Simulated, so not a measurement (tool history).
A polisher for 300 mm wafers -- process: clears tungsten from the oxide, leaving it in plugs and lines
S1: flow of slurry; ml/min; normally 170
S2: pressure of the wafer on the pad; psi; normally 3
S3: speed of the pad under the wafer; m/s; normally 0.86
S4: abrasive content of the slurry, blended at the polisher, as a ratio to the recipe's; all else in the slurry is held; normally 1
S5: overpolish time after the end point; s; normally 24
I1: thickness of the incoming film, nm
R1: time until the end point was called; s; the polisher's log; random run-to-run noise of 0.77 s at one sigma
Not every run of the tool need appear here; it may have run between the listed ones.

Run 1, day 0: usual settings; I1 258.1. Result: R1 81.1 s.
Run 2, day 2.571: usual settings; I1 264.5. Result: R1 80.9 s.
Run 3, day 6.242: usual settings but S1 140 ml/min, S2 4 psi, S4 1.2, S5 19 s; I1 259.5. Result: R1 65.4 s.
At day 6.492: slurry tank refilled with fresh slurry and peroxide.
Run 4, day 9.862: usual settings but S2 2.6 psi, S4 0.8; I1 260.2. Result: R1 93.6 s.
Run 5, day 13.771: usual settings; I1 264.9. Result: R1 84.3 s.
Run 6, day 15.625: usual settings but S2 2.6 psi, S4 0.75, S5 15 s; I1 260.1. Result: R1 94.9 s.
At day 15.829: head pressure recalibrated.
At day 16.825: slurry nozzle cleaned.
At day 18.458: slurry blender recalibrated.
Run 7, day 19.821: usual settings but S2 3.7 psi, S3 1.02 m/s; I1 263.8. Result: R1 56.5 s.
Run 8, day 23.275: usual settings but S5 29 s; I1 261.8. Result: R1 79.2 s.
At day 26.329: worn pad replaced by a new one.
Run 9, day 26.508: usual settings but S1 220 ml/min, S4 0.85, S5 33 s; I1 261.3. Result: R1 81.2 s.
Run 10, day 30.867: usual settings but S3 0.94 m/s, S5 11 s; I1 260.2. Result: R1 73.4 s.
Run 11, day 34.233: usual settings but S1 230 ml/min, S3 0.72 m/s, S4 0.8; I1 260. Result: R1 97 s.
Run 12, day 39.733: usual settings but S1 215 ml/min, S3 0.62 m/s, S4 0.75, S5 34 s; I1 258. Result: R1 112.3 s.
Run 13, day 43.767: usual settings but S3 0.6 m/s, S4 1.15; I1 257.8. Result: R1 114.9 s.
At day 44.296: slurry tank refilled with fresh slurry and peroxide.
Run 14, day 47.467: usual settings; I1 260.3. Result: R1 81.9 s.
At day 50.021: slurry blender recalibrated.
Run 15, day 51.342: usual settings but S3 0.94 m/s; I1 261.2. Result: R1 69.2 s.
At day 51.408: slurry nozzle cleaned.
Run 16, day 53.117: usual settings; I1 262.2. Result: R1 77.9 s.
Run 17, day 55.908: usual settings; I1 256.4. Result: R1 77.5 s.
At day 59.367: worn pad replaced by a new one.
Run 18, day 59.508: usual settings; I1 257.2. Result: R1 79.2 s.
At day 62.183: head pressure recalibrated.
Run 19, day 63.008: usual settings but S1 210 ml/min; I1 259.7. Result: R1 79.1 s.
Run 20, day 65.167: usual settings but S1 205 ml/min, S4 0.9, S5 37 s; I1 258.3. Result: R1 80.8 s.
Run 21, day 66.975: usual settings; I1 259.4. Result: R1 80.6 s.
Run 22, day 71.112: usual settings but S1 220 ml/min, S2 3.3 psi, S4 0.9, S5 35 s; I1 258.6. Result: R1 75.8 s.
Run 23, day 73.325: usual settings; I1 257.5. Result: R1 80.7 s.

Run 24, settings as shown, results not yet in. Your forecast:
Run 24, day 74.967: usual settings but S1 225 ml/min, S5 31 s; I1 261.2. Result: R1 ?.

{"run 24": {"R1": 79}}
Take away the tool's hidden state, keep the run-to-run variation as it was, and the same run would have given R1 73.2 s.

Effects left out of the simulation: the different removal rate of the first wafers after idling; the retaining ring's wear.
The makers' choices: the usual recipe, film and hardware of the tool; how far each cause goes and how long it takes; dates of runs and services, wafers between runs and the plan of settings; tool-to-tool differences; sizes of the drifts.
